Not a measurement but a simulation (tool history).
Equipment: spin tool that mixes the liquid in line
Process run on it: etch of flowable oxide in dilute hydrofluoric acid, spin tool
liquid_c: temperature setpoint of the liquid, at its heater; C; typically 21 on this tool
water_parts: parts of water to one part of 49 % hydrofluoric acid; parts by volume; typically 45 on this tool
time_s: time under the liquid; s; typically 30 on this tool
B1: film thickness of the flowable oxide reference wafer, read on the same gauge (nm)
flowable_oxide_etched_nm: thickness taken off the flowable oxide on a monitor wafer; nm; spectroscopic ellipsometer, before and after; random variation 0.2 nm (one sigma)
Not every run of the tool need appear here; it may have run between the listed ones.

Run 1, hour 0: usual settings; B1 149.98. Result: flowable_oxide_etched_nm 32.54 nm.
Run 2, hour 18.2: usual settings; B1 150.01. Result: flowable_oxide_etched_nm 32.39 nm.
Run 3, hour 27.3: usual settings but time_s 45 s; B1 149.98. Result: flowable_oxide_etched_nm 49.09 nm.
Run 4, hour 38.5: usual settings but time_s 45 s; B1 149.98. Result: flowable_oxide_etched_nm 48.04 nm.
At hour 42.2: hydrofluoric acid flow meter replaced.
Run 5, hour 47.9: usual settings but time_s 25 s; B1 150. Result: flowable_oxide_etched_nm 27.15 nm.
Run 6, hour 56.5: usual settings but time_s 25 s; B1 149.96. Result: flowable_oxide_etched_nm 27.22 nm.
Run 7, hour 67.5: usual settings but time_s 25 s; B1 149.98. Result: flowable_oxide_etched_nm 27.21 nm.
At hour 71.2: gauge calibrated.
Run 8, hour 79.8: usual settings; B1 150. Result: flowable_oxide_etched_nm 32.76 nm.
Run 9, hour 93.9: usual settings; B1 150.01. Result: flowable_oxide_etched_nm 32.54 nm.
Run 10, hour 106.4: usual settings but liquid_c 17 C; B1 150.01. Result: flowable_oxide_etched_nm 27.43 nm.
Run 11, hour 113.4: usual settings but liquid_c 26 C, time_s 40 s; B1 149.98. Result: flowable_oxide_etched_nm 52.7 nm.
Run 12, hour 122.3: usual settings; B1 149.99. Result: flowable_oxide_etched_nm 32.87 nm.
Run 13, hour 135.7: usual settings; B1 149.99. Result: flowable_oxide_etched_nm 32.68 nm.
Run 14, hour 153.5: usual settings; B1 149.99. Result: flowable_oxide_etched_nm 32.84 nm.
Run 15, hour 170.5: usual settings but liquid_c 19 C; B1 149.99. Result: flowable_oxide_etched_nm 29.77 nm.
Run 16, hour 185.5: usual settings but liquid_c 23 C, water_parts 55 parts by volume, time_s 20 s; B1 150. Result: flowable_oxide_etched_nm 19.16 nm.
Run 17, hour 200.9: usual settings; B1 149.98. Result: flowable_oxide_etched_nm 32.49 nm.
Run 18, hour 210.2: usual settings; B1 149.97. Result: flowable_oxide_etched_nm 32.42 nm.
Run 19, hour 216.3: usual settings but liquid_c 24 C, water_parts 55 parts by volume, time_s 15 s; B1 150.02. Result: flowable_oxide_etched_nm 14.94 nm.
Run 20, hour 231.7: usual settings but water_parts 25 parts by volume, time_s 35 s; B1 150. Result: flowable_oxide_etched_nm 70.3 nm.
Run 21, hour 246.8: usual settings; B1 150.02. Result: flowable_oxide_etched_nm 32.69 nm.
Run 22, hour 253.3: usual settings but water_parts 35 parts by volume; B1 150.01. Result: flowable_oxide_etched_nm 42.19 nm.
Run 23, hour 263: usual settings but liquid_c 23.5 C, water_parts 35 parts by volume; B1 150.01. Result: flowable_oxide_etched_nm 47.58 nm.
At hour 271.8: thermometer replaced.
Run 24, hour 280.5: usual settings but time_s 40 s; B1 150.03. Result: flowable_oxide_etched_nm 39.42 nm.
Run 25, hour 295: usual settings; B1 150.02. Result: flowable_oxide_etched_nm 29.67 nm.
Run 26, hour 301.8: usual settings; B1 150. Result: flowable_oxide_etched_nm 29.7 nm.
Run 27, hour 308.2: usual settings but liquid_c 18 C, time_s 50 s; B1 150.04. Result: flowable_oxide_etched_nm 43.34 nm.
Run 28, hour 318.6: usual settings but liquid_c 18 C, water_parts 60 parts by volume, time_s 50 s; B1 150.01. Result: flowable_oxide_etched_nm 31.77 nm.
Run 29, hour 331.2: usual settings but liquid_c 17.5 C, water_parts 65 parts by volume, time_s 15 s; B1 150.01. Result: flowable_oxide_etched_nm 8.64 nm.
Run 30, hour 345.1: usual settings but water_parts 65 parts by volume; B1 149.97. Result: flowable_oxide_etched_nm 19.95 nm.
Run 31, hour 356.7: usual settings but liquid_c 18 C, time_s 35 s; B1 149.99. Result: flowable_oxide_etched_nm 30.23 nm.
Run 32, hour 372.3: usual settings but liquid_c 19.5 C, water_parts 55 parts by volume, time_s 15 s; B1 150. Result: flowable_oxide_etched_nm 11.1 nm.
Run 33, hour 384.5: usual settings but liquid_c 18 C, water_parts 55 parts by volume, time_s 45 s; B1 150.01. Result: flowable_oxide_etched_nm 31.4 nm.
Run 34, hour 400.1: usual settings but liquid_c 23.5 C; B1 149.97. Result: flowable_oxide_etched_nm 32.72 nm.

A few steps of flowable_oxide_etched_nm between consecutive runs. Split each: what settings, incoming material and random variation would produce without the hidden state, and what is left over for the hidden state, along with gauge scatter present in only one of the two compared results (measured, and without hidden state):
Hidden state at play: liquid hotter than its thermometer reads (K); hydrofluoric acid flow below the setpoint (%); gauge reads high (%).
Run 10 -> 11: liquid_c 17 -> 26, time_s 30 -> 40. flowable_oxide_etched_nm +25.27 nm: hidden state +2.66, all else +22.61.
Run 19 -> 20: liquid_c 24 -> 21, water_parts 55 -> 25, time_s 15 -> 35. flowable_oxide_etched_nm +55.36 nm: hidden state +6.94, all else +48.42.
Run 20 -> 21: water_parts 25 -> 45, time_s 35 -> 30. flowable_oxide_etched_nm -37.61 nm: hidden state -4.71, all else -32.9.
Run 23 -> 24: liquid_c 23.5 -> 21, water_parts 35 -> 45, time_s 30 -> 40, thermometer replaced. flowable_oxide_etched_nm -8.16 nm: hidden state -4.95, all else -3.21.
